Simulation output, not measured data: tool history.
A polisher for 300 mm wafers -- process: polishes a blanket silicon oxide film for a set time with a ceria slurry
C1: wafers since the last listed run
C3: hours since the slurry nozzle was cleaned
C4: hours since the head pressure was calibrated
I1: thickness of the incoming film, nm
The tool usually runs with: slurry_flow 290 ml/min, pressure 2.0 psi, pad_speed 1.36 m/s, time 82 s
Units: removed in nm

run 1 hour=0.0 | slurry_flow=290 pressure=2.0 pad_speed=1.36 time=82 | C1=0 wafers_polished_on_this_pad=233 C3=166.1 C4=360.5 | I1=1599.7 | removed=326.8
run 2 hour=55.0 | slurry_flow=290 pressure=2.0 pad_speed=1.36 time=82 | C1=313 wafers_polished_on_this_pad=547 C3=221.1 C4=415.5 | I1=1634.2 | removed=320.5
run 3 hour=181.9 | slurry_flow=290 pressure=2.0 pad_speed=1.36 time=82 | C1=722 wafers_polished_on_this_pad=1269 C3=348.0 C4=542.4 | I1=1638.7 | removed=307.0
-- hour=224.5 worn pad replaced by a new one
run 4 hour=328.3 | slurry_flow=290 pressure=2.0 pad_speed=1.36 time=82 | C1=810 wafers_polished_on_this_pad=591 C3=494.4 C4=688.8 | I1=1639.4 | removed=310.7
run 5 hour=379.7 | slurry_flow=290 pressure=2.0 pad_speed=1.36 time=82 | C1=292 wafers_polished_on_this_pad=884 C3=545.8 C4=740.2 | I1=1612.6 | removed=306.4
-- hour=382.1 slurry nozzle cleaned
run 6 hour=443.4 | slurry_flow=290 pressure=2.0 pad_speed=1.36 time=82 | C1=357 wafers_polished_on_this_pad=1241 C3=61.3 C4=803.9 | I1=1626.7 | removed=305.1
run 7 hour=500.3 | slurry_flow=290 pressure=2.0 pad_speed=1.36 time=82 | C1=324 wafers_polished_on_this_pad=1565 C3=118.2 C4=860.8 | I1=1613.7 | removed=299.5
-- hour=516.3 worn pad replaced by a new one
run 8 hour=562.0 | slurry_flow=290 pressure=2.0 pad_speed=1.36 time=82 | C1=328 wafers_polished_on_this_pad=260 C3=179.9 C4=922.5 | I1=1592.8 | removed=314.7
run 9 hour=599.3 | slurry_flow=290 pressure=2.3 pad_speed=1.36 time=82 | C1=212 wafers_polished_on_this_pad=472 C3=217.2 C4=959.8 | I1=1622.0 | removed=353.9
run 10 hour=653.6 | slurry_flow=290 pressure=2.0 pad_speed=1.36 time=82 | C1=309 wafers_polished_on_this_pad=781 C3=271.5 C4=1014.1 | I1=1616.9 | removed=305.1
run 11 hour=677.7 | slurry_flow=290 pressure=2.0 pad_speed=1.36 time=82 | C1=137 wafers_polished_on_this_pad=919 C3=295.6 C4=1038.2 | I1=1638.8 | removed=303.5
-- hour=689.7 head pressure recalibrated
run 12 hour=706.0 | slurry_flow=290 pressure=2.0 pad_speed=1.36 time=82 | C1=149 wafers_polished_on_this_pad=1068 C3=323.9 C4=16.3 | I1=1647.5 | removed=338.9
run 13 hour=741.7 | slurry_flow=335 pressure=2.0 pad_speed=1.36 time=82 | C1=203 wafers_polished_on_this_pad=1272 C3=359.6 C4=52.0 | I1=1645.6 | removed=338.8
-- hour=863.5 slurry nozzle cleaned
-- hour=868.1 worn pad replaced by a new one
run 14 hour=879.3 | slurry_flow=290 pressure=2.0 pad_speed=1.36 time=82 | C1=755 wafers_polished_on_this_pad=63 C3=15.8 C4=189.6 | I1=1624.3 | removed=349.4
run 15 hour=923.1 | slurry_flow=290 pressure=2.0 pad_speed=1.36 time=103 | C1=249 wafers_polished_on_this_pad=313 C3=59.6 C4=233.4 | I1=1627.2 | removed=423.9
run 16 hour=965.6 | slurry_flow=290 pressure=2.0 pad_speed=1.50 time=56 | C1=242 wafers_polished_on_this_pad=555 C3=102.1 C4=275.9 | I1=1593.5 | removed=250.2
run 17 hour=1029.3 | slurry_flow=225 pressure=2.0 pad_speed=1.80 time=74 | C1=362 wafers_polished_on_this_pad=917 C3=165.8 C4=339.6 | I1=1633.2 | removed=374.4
run 18 hour=1092.5 | slurry_flow=290 pressure=2.6 pad_speed=1.84 time=82 | C1=359 wafers_polished_on_this_pad=1277 C3=229.0 C4=402.8 | I1=1603.5 | removed=552.3
run 19 hour=1119.7 | slurry_flow=290 pressure=2.6 pad_speed=1.36 time=98 | C1=154 wafers_polished_on_this_pad=1432 C3=256.2 C4=430.0 | I1=1621.6 | removed=494.6
-- hour=1152.0 worn pad replaced by a new one
run 20 hour=1169.2 | slurry_flow=290 pressure=2.2 pad_speed=1.60 time=82 | C1=259 wafers_polished_on_this_pad=97 C3=305.7 C4=479.5 | I1=1600.9 | removed=429.4
run 21 hour=1219.8 | slurry_flow=290 pressure=2.0 pad_speed=1.36 time=82 | C1=288 wafers_polished_on_this_pad=386 C3=356.3 C4=530.1 | I1=1637.4 | removed=320.7
run 22 hour=1261.1 | slurry_flow=290 pressure=2.0 pad_speed=1.36 time=82 | C1=235 wafers_polished_on_this_pad=621 C3=397.6 C4=571.4 | I1=1617.0 | removed=322.7
-- hour=1332.1 slurry nozzle cleaned
run 23 hour=1332.6 | slurry_flow=290 pressure=2.0 pad_speed=1.36 time=82 | C1=401 wafers_polished_on_this_pad=1022 C3=0.5 C4=642.9 | I1=1622.2 | removed=316.4
run 24 hour=1401.9 | slurry_flow=265 pressure=2.0 pad_speed=1.36 time=90 | C1=394 wafers_polished_on_this_pad=1417 C3=69.8 C4=712.2 | I1=1609.4 | removed=339.9

Expected results for the next run?
run 25 hour=1460.8 | slurry_flow=340 pressure=2.5 pad_speed=1.36 time=82 | C1=335 wafers_polished_on_this_pad=1752 C3=128.7 C4=771.1 | I1=1614.4 | removed=?

removed: 390.1 nm
With the hidden condition absent and the run-to-run variation left alone, this run would have shown removed 451.4 nm.
